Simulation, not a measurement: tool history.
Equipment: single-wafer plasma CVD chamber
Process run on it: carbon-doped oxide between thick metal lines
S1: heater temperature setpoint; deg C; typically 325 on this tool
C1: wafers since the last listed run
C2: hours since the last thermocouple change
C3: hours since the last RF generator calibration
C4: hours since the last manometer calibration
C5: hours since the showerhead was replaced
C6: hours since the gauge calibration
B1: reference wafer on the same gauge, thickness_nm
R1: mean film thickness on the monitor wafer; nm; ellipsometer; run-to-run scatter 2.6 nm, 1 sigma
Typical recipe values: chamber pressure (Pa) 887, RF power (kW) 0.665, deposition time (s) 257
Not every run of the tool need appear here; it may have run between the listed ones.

{"run": 1, "hour": 0.0, "S1": 316, "chamber pressure (Pa)": 887, "RF power (kW)": 0.725, "deposition time (s)": 257, "C1": 0, "C2": 2733.2, "C3": 1878.7, "C4": 1541.1, "C5": 4444.3, "C6": 138.3, "B1": 1789.634, "R1": 1716.761}
{"run": 2, "hour": 16.8, "S1": 316, "chamber pressure (Pa)": 887, "RF power (kW)": 0.725, "deposition time (s)": 257, "C1": 110, "C2": 2750, "C3": 1895.5, "C4": 1557.9, "C5": 4461.1, "C6": 155.1, "B1": 1789.952, "R1": 1715.649}
{"run": 3, "hour": 26.1, "S1": 325, "chamber pressure (Pa)": 887, "RF power (kW)": 0.665, "deposition time (s)": 257, "C1": 61, "C2": 2759.3, "C3": 1904.8, "C4": 1567.2, "C5": 4470.4, "C6": 164.4, "B1": 1791.482, "R1": 1566.915}
{"run": 4, "hour": 42.5, "S1": 325, "chamber pressure (Pa)": 887, "RF power (kW)": 0.665, "deposition time (s)": 257, "C1": 107, "C2": 2775.7, "C3": 1921.2, "C4": 1583.6, "C5": 4486.8, "C6": 180.8, "B1": 1790.967, "R1": 1563.957}
{"run": 5, "hour": 56.6, "S1": 325, "chamber pressure (Pa)": 887, "RF power (kW)": 0.665, "deposition time (s)": 257, "C1": 92, "C2": 2789.8, "C3": 1935.3, "C4": 1597.7, "C5": 4500.9, "C6": 194.9, "B1": 1790.466, "R1": 1562.728}
{"run": 6, "hour": 69.0, "S1": 325, "chamber pressure (Pa)": 887, "RF power (kW)": 0.665, "deposition time (s)": 257, "C1": 81, "C2": 2802.2, "C3": 1947.7, "C4": 1610.1, "C5": 4513.3, "C6": 207.3, "B1": 1789.481, "R1": 1560.709}
{"run": 7, "hour": 77.7, "S1": 325, "chamber pressure (Pa)": 887, "RF power (kW)": 0.665, "deposition time (s)": 236, "C1": 57, "C2": 2810.9, "C3": 1956.4, "C4": 1618.8, "C5": 4522, "C6": 216, "B1": 1791.125, "R1": 1431.43}
{"run": 8, "hour": 88.3, "S1": 325, "chamber pressure (Pa)": 887, "RF power (kW)": 0.665, "deposition time (s)": 236, "C1": 69, "C2": 2821.5, "C3": 1967, "C4": 1629.4, "C5": 4532.6, "C6": 226.6, "B1": 1789.176, "R1": 1432.78}
{"hour": 98.7, "done": "gauge calibrated"}
{"run": 9, "hour": 99.8, "S1": 325, "chamber pressure (Pa)": 887, "RF power (kW)": 0.665, "deposition time (s)": 257, "C1": 75, "C2": 2833, "C3": 1978.5, "C4": 1640.9, "C5": 4544.1, "C6": 1.1, "B1": 1788.57, "R1": 1559.637}
{"run": 10, "hour": 107.2, "S1": 320, "chamber pressure (Pa)": 887, "RF power (kW)": 0.63, "deposition time (s)": 257, "C1": 48, "C2": 2840.4, "C3": 1985.9, "C4": 1648.3, "C5": 4551.5, "C6": 8.5, "B1": 1790.11, "R1": 1532.792}
{"hour": 121.0, "done": "showerhead replaced"}
{"hour": 127.5, "done": "thermocouple changed; heater temperature recalibrated"}
{"run": 11, "hour": 128.0, "S1": 325, "chamber pressure (Pa)": 887, "RF power (kW)": 0.665, "deposition time (s)": 257, "C1": 41, "C2": 0.5, "C3": 2006.7, "C4": 1669.1, "C5": 7, "C6": 29.3, "B1": 1789.239, "R1": 1558.903}
{"run": 12, "hour": 135.1, "S1": 318, "chamber pressure (Pa)": 887, "RF power (kW)": 0.54, "deposition time (s)": 257, "C1": 46, "C2": 7.6, "C3": 2013.8, "C4": 1676.2, "C5": 14.1, "C6": 36.4, "B1": 1789.707, "R1": 1385.084}
{"run": 13, "hour": 150.7, "S1": 314, "chamber pressure (Pa)": 887, "RF power (kW)": 0.605, "deposition time (s)": 257, "C1": 102, "C2": 23.2, "C3": 2029.4, "C4": 1691.8, "C5": 29.7, "C6": 52, "B1": 1789.024, "R1": 1528.296}
{"hour": 168.8, "done": "RF generator calibrated"}
{"run": 14, "hour": 175.8, "S1": 315, "chamber pressure (Pa)": 693, "RF power (kW)": 0.665, "deposition time (s)": 221, "C1": 112, "C2": 48.3, "C3": 7, "C4": 1716.9, "C5": 54.8, "C6": 77.1, "B1": 1790.421, "R1": 1455.568}
{"run": 15, "hour": 181.8, "S1": 325, "chamber pressure (Pa)": 887, "RF power (kW)": 0.665, "deposition time (s)": 257, "C1": 39, "C2": 54.3, "C3": 13, "C4": 1722.9, "C5": 60.8, "C6": 83.1, "B1": 1790.356, "R1": 1659.812}
{"run": 16, "hour": 187.9, "S1": 325, "chamber pressure (Pa)": 887, "RF power (kW)": 0.665, "deposition time (s)": 257, "C1": 40, "C2": 60.4, "C3": 19.1, "C4": 1729, "C5": 66.9, "C6": 89.2, "B1": 1788.852, "R1": 1655.902}
{"hour": 205.4, "done": "capacitance manometer re-zeroed and calibrated"}
{"run": 17, "hour": 229.2, "S1": 325, "chamber pressure (Pa)": 887, "RF power (kW)": 0.705, "deposition time (s)": 257, "C1": 219, "C2": 101.7, "C3": 60.4, "C4": 23.8, "C5": 108.2, "C6": 130.5, "B1": 1789.204, "R1": 1718.892}
{"run": 18, "hour": 262.7, "S1": 316, "chamber pressure (Pa)": 887, "RF power (kW)": 0.665, "deposition time (s)": 257, "C1": 220, "C2": 135.2, "C3": 93.9, "C4": 57.3, "C5": 141.7, "C6": 164, "B1": 1789.751, "R1": 1713.111}
{"run": 19, "hour": 273.8, "S1": 333, "chamber pressure (Pa)": 1075, "RF power (kW)": 0.665, "deposition time (s)": 280, "C1": 73, "C2": 146.3, "C3": 105, "C4": 68.4, "C5": 152.8, "C6": 175.1, "B1": 1791.613, "R1": 1763.147}

4 ways to go on from here, each from the tool as it stands after run 19. What would each give?
{"run": "A", "hour": 274.3, "S1": 325, "chamber pressure (Pa)": 887, "RF power (kW)": 0.665, "deposition time (s)": 307, "C1": 3, "C2": 146.8, "C3": 105.5, "C4": 68.9, "C5": 153.3, "C6": 175.6, "B1": "?", "R1": "?"}
{"run": "B", "hour": 274.3, "S1": 338, "chamber pressure (Pa)": 887, "RF power (kW)": 0.665, "deposition time (s)": 238, "C1": 3, "C2": 146.8, "C3": 105.5, "C4": 68.9, "C5": 153.3, "C6": 175.6, "B1": "?", "R1": "?"}
{"run": "C", "hour": 274.3, "S1": 335, "chamber pressure (Pa)": 1031, "RF power (kW)": 0.795, "deposition time (s)": 206, "C1": 3, "C2": 146.8, "C3": 105.5, "C4": 68.9, "C5": 153.3, "C6": 175.6, "B1": "?", "R1": "?"}
{"run": "D", "hour": 274.3, "S1": 314, "chamber pressure (Pa)": 887, "RF power (kW)": 0.665, "deposition time (s)": 257, "C1": 3, "C2": 146.8, "C3": 105.5, "C4": 68.9, "C5": 153.3, "C6": 175.6, "B1": "?", "R1": "?"}

run=A B1=1790.226 R1=1971.773
run=B B1=1790.226 R1=1464.582
run=C B1=1790.226 R1=1446.584
run=D B1=1790.226 R1=1722.49
Without the tool's hidden state the same runs would have given:
run=A R1=1983.35
run=B R1=1473.181
run=C R1=1454.671
run=D R1=1732.603
